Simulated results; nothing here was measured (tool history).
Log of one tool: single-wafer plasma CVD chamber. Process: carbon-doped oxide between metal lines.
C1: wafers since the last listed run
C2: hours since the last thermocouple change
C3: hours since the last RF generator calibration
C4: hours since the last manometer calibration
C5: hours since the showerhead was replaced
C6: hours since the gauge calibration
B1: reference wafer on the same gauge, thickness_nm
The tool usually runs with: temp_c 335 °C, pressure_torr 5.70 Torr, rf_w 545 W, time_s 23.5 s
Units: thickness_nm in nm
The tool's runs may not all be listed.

Run 1, day 0.000: usual settings but temp_c 325 °C, time_s 22.3 s; C1 0; C2 1461.7; C3 1612.7; C4 2348.6; C5 6332.8; C6 195.8; B1 153.894. Result: thickness_nm 133.928 nm.
Run 2, day 0.600: usual settings but temp_c 342 °C; C1 355; C2 1476.1; C3 1627.1; C4 2363.0; C5 6347.2; C6 210.2; B1 154.022. Result: thickness_nm 131.836 nm.
Run 3, day 1.042: usual settings; C1 261; C2 1486.7; C3 1637.7; C4 2373.6; C5 6357.8; C6 220.8; B1 154.096. Result: thickness_nm 135.573 nm.
Run 4, day 1.488: usual settings but temp_c 332 °C; C1 264; C2 1497.4; C3 1648.4; C4 2384.3; C5 6368.5; C6 231.5; B1 153.926. Result: thickness_nm 137.165 nm.
Run 5, day 2.225: usual settings but temp_c 332 °C; C1 436; C2 1515.1; C3 1666.1; C4 2402.0; C5 6386.2; C6 249.2; B1 153.939. Result: thickness_nm 137.376 nm.
Run 6, day 2.554: usual settings but temp_c 332 °C; C1 195; C2 1523.0; C3 1674.0; C4 2409.9; C5 6394.1; C6 257.1; B1 154.105. Result: thickness_nm 137.110 nm.
Run 7, day 3.833: usual settings but time_s 22.4 s; C1 757; C2 1553.7; C3 1704.7; C4 2440.6; C5 6424.8; C6 287.8; B1 153.996. Result: thickness_nm 129.686 nm.
Run 8, day 4.379: usual settings but time_s 22.4 s; C1 323; C2 1566.8; C3 1717.8; C4 2453.7; C5 6437.9; C6 300.9; B1 154.051. Result: thickness_nm 129.353 nm.
Run 9, day 4.658: usual settings but temp_c 324 °C; C1 165; C2 1573.5; C3 1724.5; C4 2460.4; C5 6444.6; C6 307.6; B1 154.025. Result: thickness_nm 142.533 nm.
At day 4.912: gauge calibrated.
Run 10, day 5.162: usual settings but temp_c 324 °C; C1 298; C2 1585.6; C3 1736.6; C4 2472.5; C5 6456.7; C6 6.0; B1 153.886. Result: thickness_nm 142.233 nm.
At day 5.950: capacitance manometer re-zeroed and calibrated.
Run 11, day 5.971: usual settings; C1 281; C2 1605.0; C3 1756.0; C4 0.5; C5 6476.1; C6 25.4; B1 153.980. Result: thickness_nm 135.799 nm.
Run 12, day 5.983: usual settings; C1 7; C2 1605.3; C3 1756.3; C4 0.8; C5 6476.4; C6 25.7; B1 153.923. Result: thickness_nm 135.922 nm.
Run 13, day 6.312: usual settings but temp_c 340 °C; C1 195; C2 1613.2; C3 1764.2; C4 8.7; C5 6484.3; C6 33.6; B1 153.930. Result: thickness_nm 133.154 nm.
Run 14, day 6.929: usual settings but temp_c 340 °C; C1 365; C2 1628.0; C3 1779.0; C4 23.5; C5 6499.1; C6 48.4; B1 154.081. Result: thickness_nm 133.330 nm.
Run 15, day 8.462: usual settings; C1 908; C2 1664.8; C3 1815.8; C4 60.3; C5 6535.9; C6 85.2; B1 153.903. Result: thickness_nm 135.692 nm.
Run 16, day 9.042: usual settings; C1 343; C2 1678.7; C3 1829.7; C4 74.2; C5 6549.8; C6 99.1; B1 154.096. Result: thickness_nm 135.918 nm.
At day 9.938: showerhead replaced.
Run 17, day 9.958: usual settings but temp_c 326 °C; C1 345; C2 1700.7; C3 1851.7; C4 96.2; C5 0.5; C6 121.1; B1 154.066. Result: thickness_nm 141.609 nm.
Run 18, day 10.371: usual settings but temp_c 326 °C; C1 244; C2 1710.6; C3 1861.6; C4 106.1; C5 10.4; C6 131.0; B1 153.985. Result: thickness_nm 141.953 nm.
At day 11.217: thermocouple changed; heater temperature recalibrated.
Run 19, day 11.238: usual settings; C1 316; C2 0.5; C3 1882.4; C4 126.9; C5 31.2; C6 151.8; B1 154.020. Result: thickness_nm 133.226 nm.
Run 20, day 11.442: usual settings but pressure_torr 4.69 Torr; C1 120; C2 5.4; C3 1887.3; C4 131.8; C5 36.1; C6 156.7; B1 154.081. Result: thickness_nm 129.612 nm.
Run 21, day 11.888: usual settings but temp_c 332 °C; C1 264; C2 16.1; C3 1898.0; C4 142.5; C5 46.8; C6 167.4; B1 154.008. Result: thickness_nm 134.510 nm.
At day 12.475: RF generator calibrated.
Run 22, day 12.550: usual settings but pressure_torr 6.70 Torr; C1 195; C2 32.0; C3 1.8; C4 158.4; C5 62.7; C6 183.3; B1 154.025. Result: thickness_nm 135.447 nm.
Run 23, day 13.250: usual settings but pressure_torr 4.34 Torr; C1 414; C2 48.8; C3 18.6; C4 175.2; C5 79.5; C6 200.1; B1 153.955. Result: thickness_nm 128.944 nm.
Run 24, day 13.633: usual settings but temp_c 327 °C, pressure_torr 5.18 Torr, time_s 27.7 s; C1 227; C2 58.0; C3 27.8; C4 184.4; C5 88.7; C6 209.3; B1 154.024. Result: thickness_nm 159.698 nm.
Run 25, day 14.142: usual settings but time_s 19.0 s; C1 301; C2 70.2; C3 40.0; C4 196.6; C5 100.9; C6 221.5; B1 154.099. Result: thickness_nm 108.242 nm.
Run 26, day 14.483: usual settings but pressure_torr 6.52 Torr; C1 202; C2 78.4; C3 48.2; C4 204.8; C5 109.1; C6 229.7; B1 154.022. Result: thickness_nm 134.551 nm.
Run 27, day 15.029: usual settings; C1 323; C2 91.5; C3 61.3; C4 217.9; C5 122.2; C6 242.8; B1 153.947. Result: thickness_nm 133.072 nm.
Run 28, day 15.646: usual settings but rf_w 600 W; C1 365; C2 106.3; C3 76.1; C4 232.7; C5 137.0; C6 257.6; B1 153.849. Result: thickness_nm 137.863 nm.
Run 29, day 16.204: usual settings but temp_c 348 °C, rf_w 640 W; C1 330; C2 119.7; C3 89.5; C4 246.1; C5 150.4; C6 271.0; B1 153.991. Result: thickness_nm 134.812 nm.

Here are 4 independent what-if runs from the current tool condition. What would each one return?
Run A, day 16.221: usual settings but pressure_torr 6.95 Torr; C1 9; C2 120.1; C3 89.9; C4 246.5; C5 150.8; C6 271.4; B1 ?. Result: thickness_nm ?.
Run B, day 16.221: usual settings but temp_c 322 °C, rf_w 595 W; C1 9; C2 120.1; C3 89.9; C4 246.5; C5 150.8; C6 271.4; B1 ?. Result: thickness_nm ?.
Run C, day 16.221: usual settings but time_s 21.6 s; C1 9; C2 120.1; C3 89.9; C4 246.5; C5 150.8; C6 271.4; B1 ?. Result: thickness_nm ?.
Run D, day 16.221: usual settings but temp_c 331 °C, rf_w 500 W, time_s 19.3 s; C1 9; C2 120.1; C3 89.9; C4 246.5; C5 150.8; C6 271.4; B1 ?. Result: thickness_nm ?.

run       B1  thickness_nm
  A  153.896       135.591
  B  153.896       144.904
  C  153.896       122.627
  D  153.896       108.140
Without the tool's hidden state the same runs would have given:
run  thickness_nm
  A       135.524
  B       144.824
  C       122.567
  D       108.086
